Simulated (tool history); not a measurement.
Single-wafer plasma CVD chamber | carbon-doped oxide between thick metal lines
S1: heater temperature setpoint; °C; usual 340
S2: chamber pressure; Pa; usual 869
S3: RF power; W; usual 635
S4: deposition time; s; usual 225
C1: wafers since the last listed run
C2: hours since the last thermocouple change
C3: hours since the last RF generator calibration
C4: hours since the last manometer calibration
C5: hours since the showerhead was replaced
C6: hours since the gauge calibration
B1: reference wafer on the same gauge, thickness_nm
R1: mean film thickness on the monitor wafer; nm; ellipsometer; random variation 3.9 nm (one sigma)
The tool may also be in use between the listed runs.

run,day,S1,S2,S3,S4,C1,C2,C3,C4,C5,C6,B1,R1
1,0.000,340,869,635,225,0,1176.0,2094.9,1893.3,7482.8,532.9,1659.804,1387.105
2,1.762,340,869,635,225,210,1218.3,2137.2,1935.6,7525.1,575.2,1660.549,1389.735
3,3.388,340,1033,635,225,194,1257.3,2176.2,1974.6,7564.1,614.2,1658.656,1404.209
4,5.879,340,1033,635,225,298,1317.1,2236.0,2034.4,7623.9,674.0,1659.455,1402.408
5,8.233,340,1033,635,225,281,1373.6,2292.5,2090.9,7680.4,730.5,1659.034,1394.625
6,10.588,340,775,635,225,281,1430.1,2349.0,2147.4,7736.9,787.0,1659.502,1360.479
7,11.708,340,775,635,225,134,1457.0,2375.9,2174.3,7763.8,813.9,1657.861,1361.443
8,14.138,340,869,635,244,290,1515.3,2434.2,2232.6,7822.1,872.2,1659.663,1496.791
9,16.508,340,869,635,244,283,1572.2,2491.1,2289.5,7879.0,929.1,1661.363,1494.862
10,17.633,340,869,635,244,134,1599.2,2518.1,2316.5,7906.0,956.1,1660.522,1497.186
# day 18.542: RF generator calibrated
# day 19.171: thermocouple changed; heater temperature recalibrated
# day 19.633: showerhead replaced
11,19.946,340,763,635,225,157,18.6,33.7,2372.0,7.5,1011.6,1660.449,1382.164
12,20.950,335,869,635,225,120,42.7,57.8,2396.1,31.6,1035.7,1660.531,1419.981
# day 21.017: gauge calibrated
# day 21.650: capacitance manometer re-zeroed and calibrated
13,23.467,340,869,635,225,261,103.1,118.2,43.6,92.0,58.8,1659.279,1392.602
14,25.592,348,929,720,225,254,154.1,169.2,94.6,143.0,109.8,1661.162,1454.777
15,28.121,352,720,530,260,302,214.8,229.9,155.3,203.7,170.5,1660.039,1400.711
16,29.300,334,869,635,236,141,243.1,258.2,183.6,232.0,198.8,1660.572,1486.853
17,31.092,340,1033,635,225,214,286.1,301.2,226.6,275.0,241.8,1660.009,1417.098
18,32.562,340,1048,695,225,176,321.4,336.5,261.9,310.3,277.1,1658.132,1476.365
19,36.138,331,869,730,250,427,407.2,422.3,347.7,396.1,362.9,1661.122,1703.102
20,38.504,340,869,635,225,283,464.0,479.1,404.5,452.9,419.7,1660.027,1396.963

Forecast each of these 4 alternatives for the next run:
A,38.525,340,1032,635,225,2,464.5,479.6,405.0,453.4,420.2,?,?
B,38.525,340,996,635,212,2,464.5,479.6,405.0,453.4,420.2,?,?
C,38.525,329,1004,760,264,2,464.5,479.6,405.0,453.4,420.2,?,?
D,38.525,340,869,635,190,2,464.5,479.6,405.0,453.4,420.2,?,?

run,B1,R1
A,1658.117,1418.523
B,1658.117,1333.458
C,1658.117,1873.287
D,1658.117,1184.222
Without the tool's hidden state the same runs would have given:
run,R1
A,1423.489
B,1338.126
C,1881.170
D,1188.368
